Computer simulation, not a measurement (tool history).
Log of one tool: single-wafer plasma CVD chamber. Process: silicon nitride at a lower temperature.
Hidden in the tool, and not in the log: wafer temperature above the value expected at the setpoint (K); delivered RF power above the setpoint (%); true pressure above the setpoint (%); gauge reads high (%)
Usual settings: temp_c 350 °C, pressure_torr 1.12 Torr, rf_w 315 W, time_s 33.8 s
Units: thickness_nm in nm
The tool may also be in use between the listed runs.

| run | hour | temp_c | pressure_torr | rf_w | time_s | wafers since the last listed run | hours since the last thermocouple change | hours since the last RF generator calibration | hours since the last manometer calibration | hours since the showerhead was replaced | hours since the gauge calibration | read-back reference wafer on the same gauge, thickness_nm | thickness_nm |
|---|---|---|---|---|---|---|---|---|---|---|---|---|---|
| 1 | 0.0 | 350 | 1.12 | 315 | 33.8 | 0 | 563.9 | 949.0 | 373.0 | 6534.0 | 732.4 | 38.840 | 32.832 |
| 2 | 41.6 | 350 | 1.12 | 315 | 33.8 | 951 | 605.5 | 990.6 | 414.6 | 6575.6 | 774.0 | 38.918 | 33.096 |
| 3 | 73.1 | 350 | 1.12 | 315 | 33.8 | 720 | 637.0 | 1022.1 | 446.1 | 6607.1 | 805.5 | 38.895 | 33.207 |
| 4 | 113.1 | 341 | 1.12 | 315 | 33.8 | 914 | 677.0 | 1062.1 | 486.1 | 6647.1 | 845.5 | 38.904 | 33.053 |
| 5 | 140.9 | 341 | 1.12 | 315 | 33.8 | 635 | 704.8 | 1089.9 | 513.9 | 6674.9 | 873.3 | 38.926 | 32.935 |
| 6 | 169.6 | 345 | 1.12 | 295 | 33.8 | 656 | 733.5 | 1118.6 | 542.6 | 6703.6 | 902.0 | 38.942 | 31.488 |
| 7 | 226.4 | 345 | 1.12 | 295 | 33.8 | 1298 | 790.3 | 1175.4 | 599.4 | 6760.4 | 958.8 | 38.915 | 31.188 |
|  | 237.8 | showerhead replaced |
| 8 | 263.1 | 345 | 1.12 | 295 | 33.8 | 656 | 827.0 | 1212.1 | 636.1 | 25.3 | 995.5 | 38.886 | 31.415 |
| 9 | 294.7 | 345 | 1.12 | 315 | 33.8 | 722 | 858.6 | 1243.7 | 667.7 | 56.9 | 1027.1 | 38.903 | 32.840 |
| 10 | 343.1 | 345 | 1.12 | 315 | 33.8 | 1106 | 907.0 | 1292.1 | 716.1 | 105.3 | 1075.5 | 38.902 | 32.645 |
| 11 | 377.4 | 350 | 0.92 | 315 | 35.6 | 784 | 941.3 | 1326.4 | 750.4 | 139.6 | 1109.8 | 38.855 | 32.884 |
| 12 | 423.6 | 350 | 1.12 | 315 | 33.8 | 1056 | 987.5 | 1372.6 | 796.6 | 185.8 | 1156.0 | 38.907 | 32.540 |
| 13 | 483.3 | 350 | 1.32 | 315 | 37.0 | 1365 | 1047.2 | 1432.3 | 856.3 | 245.5 | 1215.7 | 38.908 | 36.783 |
|  | 486.4 | gauge calibrated |
| 14 | 536.7 | 341 | 1.12 | 315 | 33.8 | 1221 | 1100.6 | 1485.7 | 909.7 | 298.9 | 50.3 | 38.886 | 32.476 |
| 15 | 569.3 | 358 | 1.34 | 315 | 36.9 | 745 | 1133.2 | 1518.3 | 942.3 | 331.5 | 82.9 | 38.878 | 36.261 |
|  | 617.7 | RF generator calibrated |
| 16 | 633.1 | 359 | 1.03 | 260 | 39.0 | 1276 | 1197.0 | 15.4 | 1006.1 | 395.3 | 146.7 | 38.860 | 32.595 |
|  | 660.6 | thermocouple changed; heater temperature recalibrated |
| 17 | 672.7 | 358 | 1.37 | 315 | 29.8 | 722 | 12.1 | 55.0 | 1045.7 | 434.9 | 186.3 | 38.906 | 30.587 |
| 18 | 730.5 | 350 | 1.12 | 315 | 33.8 | 1321 | 69.9 | 112.8 | 1103.5 | 492.7 | 244.1 | 38.852 | 33.219 |
| 19 | 754.6 | 350 | 1.12 | 315 | 33.8 | 551 | 94.0 | 136.9 | 1127.6 | 516.8 | 268.2 | 38.905 | 33.419 |
| 20 | 808.5 | 357 | 1.12 | 315 | 38.6 | 1232 | 147.9 | 190.8 | 1181.5 | 570.7 | 322.1 | 38.875 | 37.721 |
|  | 821.0 | capacitance manometer re-zeroed and calibrated |
| 21 | 862.0 | 356 | 1.31 | 360 | 31.9 | 1040 | 201.4 | 244.3 | 41.0 | 624.2 | 375.6 | 38.846 | 35.400 |
| 22 | 896.9 | 337 | 1.12 | 315 | 33.8 | 798 | 236.3 | 279.2 | 75.9 | 659.1 | 410.5 | 38.934 | 33.466 |
| 23 | 959.3 | 350 | 1.01 | 335 | 31.2 | 1427 | 298.7 | 341.6 | 138.3 | 721.5 | 472.9 | 38.893 | 31.391 |
| 24 | 1006.5 | 350 | 1.12 | 255 | 38.2 | 1079 | 345.9 | 388.8 | 185.5 | 768.7 | 520.1 | 38.883 | 32.116 |
| 25 | 1030.7 | 361 | 1.12 | 315 | 35.7 | 553 | 370.1 | 413.0 | 209.7 | 792.9 | 544.3 | 38.882 | 34.654 |
| 26 | 1085.8 | 350 | 1.12 | 315 | 33.8 | 1260 | 425.2 | 468.1 | 264.8 | 848.0 | 599.4 | 38.909 | 32.955 |
| 27 | 1156.3 | 350 | 1.12 | 375 | 33.8 | 1612 | 495.7 | 538.6 | 335.3 | 918.5 | 669.9 | 38.900 | 37.260 |
| 28 | 1214.2 | 356 | 1.19 | 275 | 31.8 | 1324 | 553.6 | 596.5 | 393.2 | 976.4 | 727.8 | 38.877 | 28.717 |

Forecast each of these 5 alternatives for the next run:
| A | 1214.6 | 350 | 1.12 | 315 | 33.8 | 9 | 554.0 | 596.9 | 393.6 | 976.8 | 728.2 | ? | ? |
| B | 1214.6 | 350 | 1.04 | 280 | 33.8 | 9 | 554.0 | 596.9 | 393.6 | 976.8 | 728.2 | ? | ? |
| C | 1214.6 | 342 | 1.40 | 315 | 33.8 | 9 | 554.0 | 596.9 | 393.6 | 976.8 | 728.2 | ? | ? |
| D | 1214.6 | 337 | 1.12 | 315 | 39.7 | 9 | 554.0 | 596.9 | 393.6 | 976.8 | 728.2 | ? | ? |
| E | 1214.6 | 337 | 0.86 | 275 | 35.9 | 9 | 554.0 | 596.9 | 393.6 | 976.8 | 728.2 | ? | ? |

| run | read-back reference wafer on the same gauge, thickness_nm | thickness_nm |
|---|---|---|
| A | 38.898 | 33.064 |
| B | 38.898 | 29.936 |
| C | 38.898 | 34.844 |
| D | 38.898 | 39.030 |
| E | 38.898 | 30.282 |
Without the tool's hidden state the same runs would have given:
| run | thickness_nm |
|---|---|
| A | 33.432 |
| B | 30.279 |
| C | 35.232 |
| D | 39.464 |
| E | 30.638 |
